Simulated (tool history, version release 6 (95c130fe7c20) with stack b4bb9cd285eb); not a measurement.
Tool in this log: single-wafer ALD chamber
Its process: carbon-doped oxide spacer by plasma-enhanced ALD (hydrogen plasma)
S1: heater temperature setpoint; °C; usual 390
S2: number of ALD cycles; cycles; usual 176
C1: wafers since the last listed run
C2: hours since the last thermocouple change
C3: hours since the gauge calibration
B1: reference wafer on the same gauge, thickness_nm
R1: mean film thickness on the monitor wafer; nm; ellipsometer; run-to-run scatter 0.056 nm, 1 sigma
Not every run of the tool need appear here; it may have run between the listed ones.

run    hour   S1   S2   C1      C2      C3     B1      R1
  1       0  390  176    0    72.8   188.5  9.119   9.432
  2    68.2  390  176  184     141   256.7  9.127    9.35
  3   129.5  390  176  165   202.3     318  9.154   9.342
  4   160.6  386  176   84   233.4   349.1  9.119   9.399
  5   202.6  386  176  113   275.4   391.1  9.116   9.389
  6   271.1  386  176  185   343.9   459.6  9.153    9.45
  7   321.4  390  176  136   394.2   509.9   9.12   9.364
  8     375  390  176  144   447.8   563.5  9.126   9.418
  9   422.8  390  176  129   495.6   611.3  9.133   9.402
 10   484.5  390  187  166   557.3     673  9.124   9.878
 11   639.4  400  203  418   712.2   827.9  9.136  10.909
 12   685.6  400  203  124   758.4   874.1   9.14  10.948
 13   709.7  390  176   65   782.5   898.2  9.147   9.377
 14   746.3  390  176   98   819.1   934.8  9.131   9.419
 15   815.1  390  176  186   887.9  1003.6  9.117   9.376
 16   860.7  390  176  123   933.5  1049.2  9.112   9.345
 17   920.4  390  176  161   993.2  1108.9  9.116   9.399
 18   968.5  390  176  130  1041.3    1157  9.133   9.522
 19  1016.6  378  156  130  1089.4  1205.1  9.121   8.308
 20  1059.9  377  192  117  1132.7  1248.4  9.133  10.282
 21  1127.9  390  176  183  1200.7  1316.4  9.127   9.342
     1279.9  -- gauge calibrated
 22  1298.6  381  159  461  1371.4    18.7   9.13   8.552
 23  1370.4  390  167  194  1443.2    90.5  9.104   8.858
       1433  -- thermocouple changed; heater temperature recalibrated
 24  1433.5  376  187  149     0.5   153.6  9.115  10.002
 25  1491.9  399  156  157    58.9     212  9.134    8.35
 26  1525.4  396  176   90    92.4   245.5  9.141    9.32
 27  1595.6  390  165  189   162.6   315.7   9.12   8.875
 28  1630.8  396  208   95   197.8   350.9  9.123  11.128
 29  1702.8  385  143  194   269.8   422.9  9.121   7.632
 30  1764.1  390  203  165   331.1   484.2  9.142  10.855
 31  1817.9  402  160  145   384.9     538  9.125   8.494
 32  1865.1  404  204  127   432.1   585.2  9.122  10.721
 33  1889.4  390  176   65   456.4   609.5  9.102   9.368
 34  1952.1  381  191  169   519.1   672.2  9.138  10.211
 35  1979.7  380  176   74   546.7   699.8  9.124   9.407

Across each entry between runs, compare the hidden state at the last listed run before it with the hidden state at the first listed run after it:
Between runs 21 and 22: gauge calibrated (hour 1279.9)
  nothing in the hidden state changes from one run to the other
Between runs 23 and 24: thermocouple changed; heater temperature recalibrated (hour 1433)
  nothing in the hidden state changes from one run to the other
